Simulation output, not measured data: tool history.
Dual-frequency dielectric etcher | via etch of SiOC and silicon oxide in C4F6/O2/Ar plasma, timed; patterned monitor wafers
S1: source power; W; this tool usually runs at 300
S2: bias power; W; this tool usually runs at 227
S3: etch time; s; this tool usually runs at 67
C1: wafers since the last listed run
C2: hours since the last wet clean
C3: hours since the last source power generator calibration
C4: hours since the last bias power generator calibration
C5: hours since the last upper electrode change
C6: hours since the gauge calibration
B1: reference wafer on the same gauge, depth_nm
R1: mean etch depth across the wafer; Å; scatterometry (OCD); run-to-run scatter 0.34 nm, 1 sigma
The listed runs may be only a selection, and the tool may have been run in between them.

run     day   S1   S2    S3   C1     C2      C3      C4      C5      C6    B1   R1
  1       0  300  227    67    0  452.7  3284.9  1680.9  3411.3   449.5  71.7  693
  2   3.062  300  227    67  571  526.2  3358.4  1754.4  3484.8     523  71.7  694
      4.712  -- wet clean of the chamber
  3   4.733  300  227    67  125    0.5  3398.5  1794.5  3524.9   563.1  71.8  694
  4   8.929  300  227  72.5  783  101.2  3499.2  1895.2  3625.6   663.8  71.9  743
  5    11.4  300  227  72.5  461  160.5  3558.5  1954.5  3684.9   723.1    72  750
  6  14.838  300  227    67  641    243    3641    2037  3767.4   805.6  72.1  696
  7  18.129  270  227    67  614    322    3720    2116  3846.4   884.6  72.2  677
     20.812  -- upper electrode replaced
  8  22.033  270  227    67  542  415.7  3813.7  2209.7    29.3   978.3  72.4  677
  9  24.188  300  227    67  402  467.4  3865.4  2261.4      81    1030  72.4  700
 10  25.775  300  227    67  296  505.5  3903.5  2299.5   119.1  1068.1  72.6  701
     28.396  -- wet clean of the chamber
     28.538  -- source power generator calibrated
     28.583  -- bias power generator calibrated
 11  28.962  300  227    67  373   13.6    10.2     9.1   195.6  1144.6  72.7  699
 12  30.762  300  227    67  336   56.8    53.4    52.3   238.8  1187.8  72.7  704
 13  32.467  300  268  80.5  318   97.7    94.3    93.2   279.7  1228.7    73  897
 14  35.162  300  227    67  503  162.4     159   157.9   344.4  1293.4  73.1  707
 15  39.617  370  172  56.5  831  269.3   265.9   264.8   451.3  1400.3  73.3  576
 16  42.312  300  227    67  503    334   330.6   329.5     516    1465  73.5  708
 17  45.708  300  227    57  634  415.5   412.1     411   597.5  1546.5  73.7  603
 18  49.525  260  227    61  712  507.1   503.7   502.6   689.1  1638.1    74  628
     50.617  -- gauge calibrated
     52.417  -- wet clean of the chamber
 19  52.438  300  227    67  357    0.5   573.6   572.5     759    43.7  71.6  689
 20  54.304  300  174    67  348   45.3   618.4   617.3   803.8    88.5  71.6  633
 21  56.033  300  227  47.5  322   86.8   659.9   658.8   845.3     130  71.6  490
 22  60.017  300  227    67  743  182.4   755.5   754.4   940.9   225.6  71.6  687
 23  64.475  300  227    67  832  289.4   862.5   861.4  1047.9   332.6  71.6  692
 24  66.279  340  282    49  336  332.7   905.8   904.7  1091.2   375.9  71.7  568

3 options for the next run, each taken on its own from the tool as it stands now. Forecast them:
  A  66.296  300  227    67   3  333.1  906.2  905.1  1091.6  376.3   ?   ?
  B  66.296  300  227  82.5   3  333.1  906.2  905.1  1091.6  376.3   ?   ?
  C  66.296  250  227    67   3  333.1  906.2  905.1  1091.6  376.3   ?   ?

run    B1   R1
  A  71.7  684
  B  71.7  842
  C  71.7  650
With the hidden condition removed and each run's random variation left untouched, the same runs would have given:
run   R1
  A  680
  B  837
  C  646
